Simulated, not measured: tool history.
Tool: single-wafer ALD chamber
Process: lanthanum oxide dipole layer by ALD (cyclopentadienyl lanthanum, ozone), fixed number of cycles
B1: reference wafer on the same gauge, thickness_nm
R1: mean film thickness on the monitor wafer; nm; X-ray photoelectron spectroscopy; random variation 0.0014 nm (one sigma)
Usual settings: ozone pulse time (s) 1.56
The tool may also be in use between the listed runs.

Run 1, hour 0: usual settings but ozone pulse time (s) 1.27; B1 0.52. Result: R1 0.527 nm.
Run 2, hour 71.9: usual settings but ozone pulse time (s) 1.27; B1 0.52. Result: R1 0.53 nm.
Run 3, hour 188.4: usual settings but ozone pulse time (s) 1.27; B1 0.52. Result: R1 0.53 nm.
Run 4, hour 233: usual settings; B1 0.52. Result: R1 0.548 nm.
Run 5, hour 282.8: usual settings; B1 0.52. Result: R1 0.547 nm.
Run 6, hour 332.3: usual settings but ozone pulse time (s) 1.15; B1 0.52. Result: R1 0.516 nm.
Run 7, hour 363.9: usual settings but ozone pulse time (s) 1.15; B1 0.52. Result: R1 0.515 nm.
Run 8, hour 409.9: usual settings but ozone pulse time (s) 1.15; B1 0.52. Result: R1 0.513 nm.
Run 9, hour 451.4: usual settings but ozone pulse time (s) 1.19; B1 0.52. Result: R1 0.519 nm.
Run 10, hour 479.5: usual settings but ozone pulse time (s) 1.19; B1 0.52. Result: R1 0.521 nm.
Run 11, hour 508.4: usual settings but ozone pulse time (s) 1.21; B1 0.52. Result: R1 0.518 nm.
Run 12, hour 551.6: usual settings but ozone pulse time (s) 1.34; B1 0.52. Result: R1 0.532 nm.
Run 13, hour 614.6: usual settings; B1 0.52. Result: R1 0.545 nm.
Run 14, hour 664.7: usual settings; B1 0.52. Result: R1 0.544 nm.
Run 15, hour 714.8: usual settings but ozone pulse time (s) 2.17; B1 0.52. Result: R1 0.564 nm.
Run 16, hour 740.2: usual settings but ozone pulse time (s) 1.73; B1 0.52. Result: R1 0.555 nm.
Run 17, hour 775.7: usual settings but ozone pulse time (s) 0.94; B1 0.52. Result: R1 0.489 nm.
Run 18, hour 839.6: usual settings but ozone pulse time (s) 1.12; B1 0.52. Result: R1 0.514 nm.
Run 19, hour 876.6: usual settings but ozone pulse time (s) 2.13; B1 0.52. Result: R1 0.566 nm.
Run 20, hour 927.6: usual settings but ozone pulse time (s) 1.18; B1 0.52. Result: R1 0.522 nm.

Not shown: 5 entries that the log had between the listed runs. Between which runs, and how does the tool's hidden state differ before and after?
Between runs 1 and 2: gauge calibrated (hour 28.4)
  ozone dose above that of a generator just serviced (%): -0.259 -> -0.455
  measured less the result without the state, R1: +0 -> +0 nm
Between runs 7 and 8: thermocouple changed; heater temperature recalibrated (hour 405.7)
  ozone dose above that of a generator just serviced (%): -2.04 -> -2.41
  measured less the result without the state, R1: -0.003 -> -0.003 nm
Between runs 11 and 12: gauge calibrated (hour 522.4)
  ozone dose above that of a generator just serviced (%): -3.29 -> -3.73
  measured less the result without the state, R1: -0.004 -> -0.004 nm
Between runs 12 and 13: showerhead replaced (hour 567.8)
  ozone dose above that of a generator just serviced (%): -3.73 -> -4.41
  measured less the result without the state, R1: -0.004 -> -0.004 nm
Between runs 15 and 16: ozone generator serviced (hour 726.6)
  ozone dose above that of a generator just serviced (%): -5.62 -> -0.0504
  measured less the result without the state, R1: -0.002 -> +0 nm
